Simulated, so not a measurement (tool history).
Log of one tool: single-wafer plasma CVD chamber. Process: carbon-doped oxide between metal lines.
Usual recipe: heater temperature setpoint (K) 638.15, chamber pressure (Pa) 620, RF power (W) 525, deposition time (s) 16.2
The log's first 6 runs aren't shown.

| run | hour | heater temperature setpoint (K) | chamber pressure (Pa) | RF power (W) | deposition time (s) | wafers since the last listed run | hours since the last thermocouple change | hours since the last RF generator calibration | hours since the last manometer calibration | hours since the showerhead was replaced | hours since the gauge calibration | read-back reference wafer on the same gauge, thickness_nm | mean film thickness on the monitor wafer (nm) |
|---|---|---|---|---|---|---|---|---|---|---|---|---|---|
| 7 | 73.3 | 638.15 | 620 | 525 | 16.2 | 440 | 910.1 | 2564.6 | 1608.5 | 4212.3 | 320.1 | 83.786 | 85.077 |
|  | 89.2 | showerhead replaced |
|  | 93.9 | RF generator calibrated |
| 8 | 94.4 | 638.15 | 620 | 525 | 16.2 | 247 | 931.2 | 0.5 | 1629.6 | 5.2 | 341.2 | 83.825 | 85.105 |
| 9 | 94.7 | 638.15 | 620 | 525 | 16.2 | 8 | 931.5 | 0.8 | 1629.9 | 5.5 | 341.5 | 83.814 | 85.221 |
| 10 | 95.5 | 638.15 | 620 | 525 | 16.2 | 23 | 932.3 | 1.6 | 1630.7 | 6.3 | 342.3 | 83.803 | 85.106 |
|  | 105.0 | thermocouple changed; heater temperature recalibrated |
|  | 110.5 | capacitance manometer re-zeroed and calibrated |
| 11 | 111.0 | 644.15 | 620 | 460 | 13.1 | 61 | 6.0 | 17.1 | 0.5 | 21.8 | 357.8 | 83.854 | 64.181 |
| 12 | 117.0 | 638.15 | 739 | 620 | 17.5 | 177 | 12.0 | 23.1 | 6.5 | 27.8 | 363.8 | 83.781 | 99.827 |
| 13 | 127.2 | 638.15 | 699 | 470 | 18.4 | 301 | 22.2 | 33.3 | 16.7 | 38.0 | 374.0 | 83.869 | 93.651 |
| 14 | 135.5 | 638.15 | 620 | 525 | 16.2 | 245 | 30.5 | 41.6 | 25.0 | 46.3 | 382.3 | 83.820 | 84.175 |
| 15 | 143.4 | 638.15 | 620 | 525 | 16.2 | 233 | 38.4 | 49.5 | 32.9 | 54.2 | 390.2 | 83.839 | 84.146 |
| 16 | 150.0 | 630.15 | 620 | 525 | 13.2 | 195 | 45.0 | 56.1 | 39.5 | 60.8 | 396.8 | 83.844 | 70.135 |
| 17 | 165.9 | 651.15 | 540 | 525 | 18.2 | 470 | 60.9 | 72.0 | 55.4 | 76.7 | 412.7 | 83.883 | 89.215 |
| 18 | 182.0 | 638.15 | 620 | 525 | 13.6 | 476 | 77.0 | 88.1 | 71.5 | 92.8 | 428.8 | 83.751 | 70.859 |
| 19 | 193.6 | 638.15 | 565 | 485 | 16.2 | 343 | 88.6 | 99.7 | 83.1 | 104.4 | 440.4 | 83.800 | 80.160 |
| 20 | 220.9 | 644.15 | 620 | 460 | 16.2 | 807 | 115.9 | 127.0 | 110.4 | 131.7 | 467.7 | 83.752 | 79.059 |
|  | 228.1 | gauge calibrated |
| 21 | 231.5 | 632.15 | 620 | 465 | 16.2 | 313 | 126.5 | 137.6 | 121.0 | 142.3 | 3.4 | 83.793 | 81.691 |
| 22 | 238.8 | 644.15 | 716 | 485 | 16.2 | 215 | 133.8 | 144.9 | 128.3 | 149.6 | 10.7 | 83.804 | 82.725 |
| 23 | 251.5 | 638.15 | 620 | 525 | 17.2 | 375 | 146.5 | 157.6 | 141.0 | 162.3 | 23.4 | 83.791 | 89.273 |
| 24 | 263.4 | 638.15 | 620 | 470 | 16.2 | 352 | 158.4 | 169.5 | 152.9 | 174.2 | 35.3 | 83.814 | 80.782 |
| 25 | 277.5 | 638.15 | 620 | 525 | 16.2 | 417 | 172.5 | 183.6 | 167.0 | 188.3 | 49.4 | 83.848 | 84.255 |
| 26 | 285.6 | 638.15 | 620 | 525 | 16.2 | 239 | 180.6 | 191.7 | 175.1 | 196.4 | 57.5 | 83.826 | 84.202 |
| 27 | 297.3 | 638.15 | 620 | 525 | 16.2 | 346 | 192.3 | 203.4 | 186.8 | 208.1 | 69.2 | 83.823 | 84.188 |
| 28 | 310.3 | 646.15 | 515 | 610 | 13.3 | 384 | 205.3 | 216.4 | 199.8 | 221.1 | 82.2 | 83.717 | 69.507 |
| 29 | 316.4 | 633.15 | 487 | 600 | 18.3 | 180 | 211.4 | 222.5 | 205.9 | 227.2 | 88.3 | 83.754 | 96.532 |
| 30 | 331.8 | 638.15 | 496 | 460 | 16.2 | 455 | 226.8 | 237.9 | 221.3 | 242.6 | 103.7 | 83.777 | 76.954 |

What if the next run were any one of these 3? Each begins from the tool's condition after run 30:
| A | 332.2 | 638.15 | 620 | 525 | 16.2 | 11 | 227.2 | 238.3 | 221.7 | 243.0 | 104.1 | ? | ? |
| B | 332.2 | 638.15 | 620 | 575 | 16.2 | 11 | 227.2 | 238.3 | 221.7 | 243.0 | 104.1 | ? | ? |
| C | 332.2 | 638.15 | 620 | 430 | 16.2 | 11 | 227.2 | 238.3 | 221.7 | 243.0 | 104.1 | ? | ? |

| run | read-back reference wafer on the same gauge, thickness_nm | mean film thickness on the monitor wafer (nm) |
|---|---|---|
| A | 83.766 | 84.164 |
| B | 83.766 | 87.061 |
| C | 83.766 | 78.407 |
Stripped of hidden state, with their random variation kept, the same runs would have yielded:
| run | mean film thickness on the monitor wafer (nm) |
|---|---|
| A | 84.043 |
| B | 86.936 |
| C | 78.295 |
